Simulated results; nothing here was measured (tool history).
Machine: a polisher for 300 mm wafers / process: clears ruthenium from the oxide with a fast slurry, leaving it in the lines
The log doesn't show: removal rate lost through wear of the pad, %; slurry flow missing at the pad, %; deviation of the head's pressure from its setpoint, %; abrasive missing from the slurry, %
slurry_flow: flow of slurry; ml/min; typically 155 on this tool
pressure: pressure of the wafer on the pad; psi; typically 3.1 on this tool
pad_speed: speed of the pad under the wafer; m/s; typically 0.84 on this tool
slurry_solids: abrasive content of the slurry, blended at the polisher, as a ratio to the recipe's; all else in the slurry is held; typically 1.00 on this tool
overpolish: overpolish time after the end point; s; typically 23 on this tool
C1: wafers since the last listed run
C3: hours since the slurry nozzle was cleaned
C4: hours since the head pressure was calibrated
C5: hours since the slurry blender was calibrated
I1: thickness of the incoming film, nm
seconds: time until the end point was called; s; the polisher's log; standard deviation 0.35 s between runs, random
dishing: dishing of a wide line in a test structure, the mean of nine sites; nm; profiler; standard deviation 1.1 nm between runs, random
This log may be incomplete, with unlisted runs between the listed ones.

Run 1, hour 0.0: usual settings; C1 0; wafers polished on this pad 341; C3 116.4; C4 237.7; C5 419.5; I1 120.0. Result: seconds 34.8 s, dishing 63.3 nm.
At hour 5.3: slurry blender recalibrated.
Run 2, hour 29.9: usual settings but pressure 2.5 psi; C1 224; wafers polished on this pad 566; C3 146.3; C4 267.6; C5 24.6; I1 117.5. Result: seconds 42.4 s, dishing 51.2 nm.
Run 3, hour 49.0: usual settings but pressure 2.5 psi; C1 153; wafers polished on this pad 719; C3 165.4; C4 286.7; C5 43.7; I1 118.8. Result: seconds 43.4 s, dishing 51.2 nm.
At hour 77.0: slurry nozzle cleaned.
Run 4, hour 84.3: usual settings but pressure 2.5 psi; C1 276; wafers polished on this pad 996; C3 7.3; C4 322.0; C5 79.0; I1 118.4. Result: seconds 44.5 s, dishing 49.1 nm.
Run 5, hour 111.4: usual settings but pressure 2.7 psi; C1 218; wafers polished on this pad 1214; C3 34.4; C4 349.1; C5 106.1; I1 118.5. Result: seconds 42.7 s, dishing 52.2 nm.
At hour 117.9: worn pad replaced by a new one.
Run 6, hour 147.0: usual settings; C1 254; wafers polished on this pad 234; C3 70.0; C4 384.7; C5 141.7; I1 118.2. Result: seconds 33.1 s, dishing 61.2 nm.
Run 7, hour 162.3: usual settings; C1 123; wafers polished on this pad 357; C3 85.3; C4 400.0; C5 157.0; I1 119.5. Result: seconds 33.5 s, dishing 61.6 nm.
At hour 166.1: head pressure recalibrated.
Run 8, hour 193.1: usual settings; C1 231; wafers polished on this pad 589; C3 116.1; C4 27.0; C5 187.8; I1 118.6. Result: seconds 38.3 s, dishing 57.3 nm.
Run 9, hour 212.6: usual settings but pressure 2.8 psi; C1 157; wafers polished on this pad 746; C3 135.6; C4 46.5; C5 207.3; I1 122.5. Result: seconds 43.3 s, dishing 51.8 nm.
Run 10, hour 231.6: usual settings but pressure 2.8 psi; C1 153; wafers polished on this pad 899; C3 154.6; C4 65.5; C5 226.3; I1 118.3. Result: seconds 42.1 s, dishing 51.6 nm.
At hour 251.1: worn pad replaced by a new one.
Run 11, hour 253.7: usual settings; C1 145; wafers polished on this pad 20; C3 176.7; C4 87.6; C5 248.4; I1 119.6. Result: seconds 35.7 s, dishing 60.5 nm.
Run 12, hour 271.2: usual settings; C1 140; wafers polished on this pad 161; C3 194.2; C4 105.1; C5 265.9; I1 119.5. Result: seconds 36.2 s, dishing 58.5 nm.
Run 13, hour 299.8: usual settings but overpolish 11 s; C1 230; wafers polished on this pad 392; C3 222.8; C4 133.7; C5 294.5; I1 119.1. Result: seconds 35.8 s, dishing 32.6 nm.
At hour 304.9: slurry nozzle cleaned.
Run 14, hour 315.2: usual settings but pressure 2.8 psi, slurry_solids 0.85, overpolish 27 s; C1 115; wafers polished on this pad 508; C3 10.3; C4 149.1; C5 309.9; I1 120.0. Result: seconds 42.8 s, dishing 61.3 nm.
Run 15, hour 339.1: usual settings but pressure 3.7 psi, overpolish 9 s; C1 192; wafers polished on this pad 700; C3 34.2; C4 173.0; C5 333.8; I1 120.5. Result: seconds 30.5 s, dishing 31.6 nm.
Run 16, hour 367.6: usual settings; C1 229; wafers polished on this pad 930; C3 62.7; C4 201.5; C5 362.3; I1 120.5. Result: seconds 36.7 s, dishing 58.1 nm.
At hour 381.2: slurry blender recalibrated.
Run 17, hour 381.7: usual settings but pad_speed 0.62 m/s; C1 97; wafers polished on this pad 1027; C3 76.8; C4 215.6; C5 0.5; I1 119.5. Result: seconds 47.3 s, dishing 47.3 nm.
Run 18, hour 408.7: usual settings but pad_speed 0.60 m/s, overpolish 29 s; C1 217; wafers polished on this pad 1244; C3 103.8; C4 242.6; C5 27.5; I1 118.6. Result: seconds 49.9 s, dishing 55.5 nm.
At hour 422.0: worn pad replaced by a new one.
Run 19, hour 444.5: usual settings but slurry_solids 1.15; C1 256; wafers polished on this pad 181; C3 139.6; C4 278.4; C5 63.3; I1 119.9. Result: seconds 32.6 s, dishing 66.3 nm.
Run 20, hour 464.8: usual settings; C1 163; wafers polished on this pad 344; C3 159.9; C4 298.7; C5 83.6; I1 119.9. Result: seconds 34.4 s, dishing 61.6 nm.
Run 21, hour 500.0: usual settings but slurry_flow 170 ml/min, overpolish 31 s; C1 283; wafers polished on this pad 628; C3 195.1; C4 333.9; C5 118.8; I1 119.5. Result: seconds 34.9 s, dishing 78.3 nm.
At hour 504.9: slurry nozzle cleaned.
Run 22, hour 518.0: usual settings but slurry_flow 125 ml/min, pressure 2.3 psi, pad_speed 0.70 m/s, slurry_solids 1.20; C1 136; wafers polished on this pad 765; C3 13.1; C4 351.9; C5 136.8; I1 118.1. Result: seconds 51.1 s, dishing 43.1 nm.
Run 23, hour 545.9: usual settings but slurry_flow 205 ml/min, pressure 3.6 psi, pad_speed 0.56 m/s, overpolish 9 s; C1 224; wafers polished on this pad 989; C3 41.0; C4 379.8; C5 164.7; I1 122.4. Result: seconds 42.9 s, dishing 23.2 nm.

Below are 4 alternative next runs, each starting from the tool's condition after run 23. Predict each:
Run A, hour 546.3: usual settings but slurry_flow 185 ml/min; C1 3; wafers polished on this pad 993; C3 41.4; C4 380.2; C5 165.1; I1 120.1. Result: seconds ?, dishing ?.
Run B, hour 546.3: usual settings but slurry_flow 210 ml/min, overpolish 11 s; C1 3; wafers polished on this pad 993; C3 41.4; C4 380.2; C5 165.1; I1 120.1. Result: seconds ?, dishing ?.
Run C, hour 546.3: usual settings but overpolish 16 s; C1 3; wafers polished on this pad 993; C3 41.4; C4 380.2; C5 165.1; I1 120.1. Result: seconds ?, dishing ?.
Run D, hour 546.3: usual settings but slurry_flow 175 ml/min, overpolish 19 s; C1 3; wafers polished on this pad 993; C3 41.4; C4 380.2; C5 165.1; I1 120.1. Result: seconds ?, dishing ?.

run  seconds  dishing
  A     35.9     60.1
  B     35.3     32.1
  C     37.0     43.0
  D     36.2     50.8
Had the tool no hidden state, the same runs would have come out as:
run  seconds  dishing
  A     36.3     59.6
  B     35.6     31.8
  C     37.3     42.6
  D     36.6     50.4
